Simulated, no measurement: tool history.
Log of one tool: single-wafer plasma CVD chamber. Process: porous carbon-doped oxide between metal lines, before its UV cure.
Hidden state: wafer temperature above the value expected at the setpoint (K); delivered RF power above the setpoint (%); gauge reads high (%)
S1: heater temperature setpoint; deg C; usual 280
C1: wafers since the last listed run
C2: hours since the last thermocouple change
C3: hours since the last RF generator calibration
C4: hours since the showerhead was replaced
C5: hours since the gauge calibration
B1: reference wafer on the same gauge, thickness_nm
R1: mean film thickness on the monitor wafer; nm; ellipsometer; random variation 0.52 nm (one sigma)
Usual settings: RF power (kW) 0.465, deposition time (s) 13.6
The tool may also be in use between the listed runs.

{"run": 1, "day": 0.0, "S1": 280, "RF power (kW)": 0.465, "deposition time (s)": 13.6, "C1": 0, "C2": 827.4, "C3": 1866.4, "C4": 4095.7, "C5": 409.9, "B1": 73.804, "R1": 87.12}
{"run": 2, "day": 2.879, "S1": 283, "RF power (kW)": 0.465, "deposition time (s)": 13.6, "C1": 1492, "C2": 896.5, "C3": 1935.5, "C4": 4164.8, "C5": 479.0, "B1": 74.058, "R1": 85.73}
{"run": 3, "day": 4.575, "S1": 283, "RF power (kW)": 0.465, "deposition time (s)": 13.6, "C1": 879, "C2": 937.2, "C3": 1976.2, "C4": 4205.5, "C5": 519.7, "B1": 73.73, "R1": 84.433}
{"run": 4, "day": 6.05, "S1": 283, "RF power (kW)": 0.465, "deposition time (s)": 13.6, "C1": 764, "C2": 972.6, "C3": 2011.6, "C4": 4240.9, "C5": 555.1, "B1": 73.798, "R1": 85.152}
{"run": 5, "day": 7.6, "S1": 277, "RF power (kW)": 0.465, "deposition time (s)": 13.6, "C1": 803, "C2": 1009.8, "C3": 2048.8, "C4": 4278.1, "C5": 592.3, "B1": 73.774, "R1": 87.601}
{"run": 6, "day": 9.312, "S1": 280, "RF power (kW)": 0.5, "deposition time (s)": 13.6, "C1": 887, "C2": 1050.9, "C3": 2089.9, "C4": 4319.2, "C5": 633.4, "B1": 73.79, "R1": 91.702}
{"run": 7, "day": 11.742, "S1": 280, "RF power (kW)": 0.5, "deposition time (s)": 13.6, "C1": 1259, "C2": 1109.2, "C3": 2148.2, "C4": 4377.5, "C5": 691.7, "B1": 73.976, "R1": 90.71}
{"run": 8, "day": 13.296, "S1": 280, "RF power (kW)": 0.5, "deposition time (s)": 13.6, "C1": 805, "C2": 1146.5, "C3": 2185.5, "C4": 4414.8, "C5": 729.0, "B1": 73.829, "R1": 90.576}
{"run": 9, "day": 15.558, "S1": 280, "RF power (kW)": 0.465, "deposition time (s)": 15.3, "C1": 1173, "C2": 1200.8, "C3": 2239.8, "C4": 4469.1, "C5": 783.3, "B1": 73.69, "R1": 96.38}
{"run": 10, "day": 17.871, "S1": 277, "RF power (kW)": 0.465, "deposition time (s)": 13.6, "C1": 1198, "C2": 1256.3, "C3": 2295.3, "C4": 4524.6, "C5": 838.8, "B1": 73.8, "R1": 86.077}
{"run": 11, "day": 20.779, "S1": 271, "RF power (kW)": 0.465, "deposition time (s)": 13.6, "C1": 1507, "C2": 1326.1, "C3": 2365.1, "C4": 4594.4, "C5": 908.6, "B1": 73.805, "R1": 90.543}
{"day": 22.104, "done": "thermocouple changed; heater temperature recalibrated"}
{"run": 12, "day": 22.125, "S1": 275, "RF power (kW)": 0.505, "deposition time (s)": 16.1, "C1": 524, "C2": 0.5, "C3": 2397.4, "C4": 4626.7, "C5": 940.9, "B1": 73.708, "R1": 114.069}
{"day": 22.846, "done": "showerhead replaced, of another model than before"}
{"day": 24.996, "done": "RF generator calibrated"}
{"day": 30.8, "done": "gauge calibrated"}
{"run": 13, "day": 30.812, "S1": 280, "RF power (kW)": 0.465, "deposition time (s)": 13.6, "C1": 4158, "C2": 209.0, "C3": 139.6, "C4": 191.2, "C5": 0.3, "B1": 73.71, "R1": 88.419}
{"run": 14, "day": 33.071, "S1": 273, "RF power (kW)": 0.375, "deposition time (s)": 13.6, "C1": 1170, "C2": 263.2, "C3": 193.8, "C4": 245.4, "C5": 54.5, "B1": 73.869, "R1": 71.503}
{"run": 15, "day": 35.654, "S1": 277, "RF power (kW)": 0.465, "deposition time (s)": 13.6, "C1": 1339, "C2": 325.2, "C3": 255.8, "C4": 307.4, "C5": 116.5, "B1": 73.667, "R1": 90.018}
{"run": 16, "day": 37.004, "S1": 280, "RF power (kW)": 0.38, "deposition time (s)": 12.3, "C1": 699, "C2": 357.6, "C3": 288.2, "C4": 339.8, "C5": 148.9, "B1": 74.076, "R1": 63.402}
{"run": 17, "day": 38.125, "S1": 274, "RF power (kW)": 0.425, "deposition time (s)": 13.6, "C1": 581, "C2": 384.5, "C3": 315.1, "C4": 366.7, "C5": 175.8, "B1": 73.694, "R1": 82.248}
{"run": 18, "day": 40.038, "S1": 266, "RF power (kW)": 0.4, "deposition time (s)": 12.1, "C1": 991, "C2": 430.4, "C3": 361.0, "C4": 412.6, "C5": 221.7, "B1": 73.596, "R1": 71.621}

Measured less the same run without the tool's hidden state. The same run-to-run variation is in both; the gauge's scatter may not be:
run=1 R1=-0.981
run=2 R1=-1.166
run=3 R1=-1.277
run=4 R1=-1.405
run=5 R1=-1.623
run=6 R1=-1.830
run=7 R1=-2.048
run=8 R1=-2.203
run=9 R1=-2.599
run=10 R1=-2.604
run=11 R1=-3.157
run=12 R1=-0.046
run=13 R1=-0.114
run=14 R1=-0.134
run=15 R1=-0.236
run=16 R1=-0.192
run=17 R1=-0.291
run=18 R1=-0.319
